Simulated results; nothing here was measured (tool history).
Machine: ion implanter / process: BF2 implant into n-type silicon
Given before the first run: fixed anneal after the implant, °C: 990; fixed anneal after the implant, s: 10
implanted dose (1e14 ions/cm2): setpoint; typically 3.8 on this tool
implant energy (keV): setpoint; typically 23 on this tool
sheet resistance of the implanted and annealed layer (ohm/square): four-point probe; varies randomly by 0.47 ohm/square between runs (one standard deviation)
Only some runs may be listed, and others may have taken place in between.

| run | hour | implanted dose (1e14 ions/cm2) | implant energy (keV) | wafers since the last listed run | hours since the last dose calibration | hours since the extraction supply was calibrated | hours since the gauge calibration | read-back reference wafer on the same gauge, sheet resistance | sheet resistance of the implanted and annealed layer (ohm/square) |
|---|---|---|---|---|---|---|---|---|---|
| 1 | 0 | 3.8 | 23 | 0 | 703.6 | 4488.8 | 446.1 | 363.95 | 312.21 |
| 2 | 70.6 | 3.8 | 23 | 1524 | 774.2 | 4559.4 | 516.7 | 363.91 | 311.82 |
| 3 | 270.6 | 3.8 | 23 | 4317 | 974.2 | 4759.4 | 716.7 | 363.92 | 311.71 |
| 4 | 452.5 | 4.59 | 23 | 3926 | 1156.1 | 4941.3 | 898.6 | 364.02 | 273.35 |
| 5 | 496.5 | 4.59 | 23 | 949 | 1200.1 | 4985.3 | 942.6 | 363.93 | 272.72 |
| 6 | 521.5 | 4.59 | 23 | 539 | 1225.1 | 5010.3 | 967.6 | 364.01 | 273.65 |
|  | 588.6 | Faraday cup replaced and dose calibrated |
| 7 | 593.3 | 3.8 | 23 | 1377 | 4.7 | 5082.1 | 1039.4 | 363.93 | 313.03 |
|  | 595.1 | gauge calibrated |
| 8 | 624.4 | 3.8 | 23 | 671 | 35.8 | 5113.2 | 29.3 | 364.02 | 312.31 |
| 9 | 648.5 | 3.8 | 23 | 520 | 59.9 | 5137.3 | 53.4 | 364 | 313.49 |
| 10 | 688.5 | 3.55 | 18.5 | 863 | 99.9 | 5177.3 | 93.4 | 363.99 | 340.89 |
| 11 | 720.7 | 3.55 | 18.5 | 695 | 132.1 | 5209.5 | 125.6 | 363.99 | 341.83 |
| 12 | 764.2 | 3.8 | 23 | 939 | 175.6 | 5253 | 169.1 | 364.05 | 313.01 |
| 13 | 790.7 | 4.66 | 30 | 572 | 202.1 | 5279.5 | 195.6 | 363.95 | 255.99 |
| 14 | 854.7 | 3.8 | 23 | 1381 | 266.1 | 5343.5 | 259.6 | 364.14 | 312.76 |
| 15 | 882.3 | 4.67 | 16.5 | 595 | 293.7 | 5371.1 | 287.2 | 364.07 | 299.54 |
| 16 | 920.9 | 3.29 | 30 | 833 | 332.3 | 5409.7 | 325.8 | 363.98 | 341.2 |
| 17 | 966.5 | 3.8 | 23 | 984 | 377.9 | 5455.3 | 371.4 | 363.96 | 312.25 |
|  | 983.4 | extraction supply calibrated |
| 18 | 1016.5 | 4.28 | 25 | 906 | 427.9 | 33.1 | 421.4 | 364.03 | 282.89 |
| 19 | 1055.8 | 4.42 | 26 | 848 | 467.2 | 72.4 | 460.7 | 363.97 | 274.09 |
| 20 | 1091.4 | 4.43 | 23 | 768 | 502.8 | 108 | 496.3 | 364.05 | 281.1 |
| 21 | 1129.5 | 3.04 | 15.5 | 822 | 540.9 | 146.1 | 534.4 | 364.03 | 392.54 |
| 22 | 1181.7 | 2.67 | 30 | 1126 | 593.1 | 198.3 | 586.6 | 363.99 | 405.9 |
| 23 | 1248 | 2.76 | 27 | 1431 | 659.4 | 264.6 | 652.9 | 363.97 | 397.14 |

Estimate the outcome of run 24 from the log above:
| 24 | 1306.5 | 3.49 | 29.5 | 1262 | 717.9 | 323.1 | 711.4 | ? | ? |

Run 24 came out at read-back reference wafer on the same gauge, sheet resistance 363.97, sheet resistance of the implanted and annealed layer (ohm/square) 323.77.
With no hidden state in the tool, this same run would have given sheet resistance of the implanted and annealed layer (ohm/square) 325.55.
